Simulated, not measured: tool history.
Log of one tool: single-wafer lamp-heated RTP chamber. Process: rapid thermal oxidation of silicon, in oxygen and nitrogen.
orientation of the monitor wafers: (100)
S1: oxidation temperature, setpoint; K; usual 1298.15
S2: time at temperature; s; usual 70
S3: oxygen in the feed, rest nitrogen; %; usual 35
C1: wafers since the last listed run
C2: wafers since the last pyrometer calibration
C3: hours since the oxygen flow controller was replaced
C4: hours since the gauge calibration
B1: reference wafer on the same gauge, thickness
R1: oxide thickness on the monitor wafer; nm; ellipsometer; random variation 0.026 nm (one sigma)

run    hour       S1  S2  S3    C1    C2      C3     C4     B1     R1
  1       0  1298.15  70  35     0  2911  1955.4  175.3  6.219  5.901
  2    39.6  1298.15  70  35   248  3160    1995  214.9    6.2  6.007
  3    93.6  1298.15  70  35   339  3500    2049  268.9  6.206  5.905
      102.7  -- pyrometer window cleaned and pyrometer calibrated
  4   148.8  1298.15  95  29   296   289  2104.2  324.1  6.206    6.1
  5   308.2  1298.15  95  29  1001  1291  2263.6  483.5   6.21  6.228
  6   370.2  1298.15  95  29   389  1681  2325.6  545.5  6.214  6.288
  7     402  1298.15  58  43   199  1880  2357.4  577.3   6.21  5.796
        522  -- oxygen flow controller replaced
  8   522.5  1298.15  70  53   706  2587     0.5  697.8  6.205  6.911
  9   699.4  1298.15  94  35  1111  3699   177.4  874.7   6.21  6.812
      710.1  -- pyrometer window cleaned and pyrometer calibrated
 10   746.5  1298.15  94  35   245   228   224.5  921.8  6.202  6.432
      807.2  -- gauge calibrated
 11   808.4  1298.15  94  35   389   617   286.4    1.2  6.211  6.462
 12   848.7  1270.15  90  51   253   870   326.7   41.5  6.209  5.984
 13   896.5  1298.15  70  35   300  1171   374.5   89.3  6.209  5.869
 14  1053.3  1298.15  90  17   985  2156   531.3  246.1  6.207  5.144
 15  1105.8  1298.15  70  35   329  2486   583.8  298.6  6.213  5.868
 16  1152.6  1307.15  44  17   294  2780   630.6  345.4   6.21  4.096
 17  1222.7  1272.15  55  54   440  3221   700.7  415.5  6.212  5.176
 18    1261  1315.15  93  35   240  3461     739  453.8  6.207  7.632
     1278.9  -- pyrometer window cleaned and pyrometer calibrated
 19  1323.6  1298.15  70  35   343   281   801.6  516.4  6.211  5.684
 20  1361.5  1298.15  94  35   238   519   839.5  554.3  6.211   6.49
 21  1398.5  1298.15  70  17   232   751   876.5  591.3  6.218  4.531
 22    1441  1326.15  90  58   267  1019     919  633.8  6.214  9.334
 23  1468.1  1298.15  70  35   170  1189   946.1  660.9  6.222  5.772

4 ways to go on from here, each from the tool as it stands after run 23. What would each give?
  A  1468.6  1298.15  70  48   3  1192  946.6  661.4   ?   ?
  B  1468.6  1298.15  89  20   3  1192  946.6  661.4   ?   ?
  C  1468.6  1284.15  86  35   3  1192  946.6  661.4   ?   ?
  D  1468.6  1311.15  70  49   3  1192  946.6  661.4   ?   ?

run     B1     R1
  A  6.211  6.426
  B  6.211  5.292
  C  6.211  5.722
  D  6.211   7.08
Without the tool's hidden state the same runs would have given:
run     R1
  A  6.146
  B  5.073
  C  5.473
  D  6.775
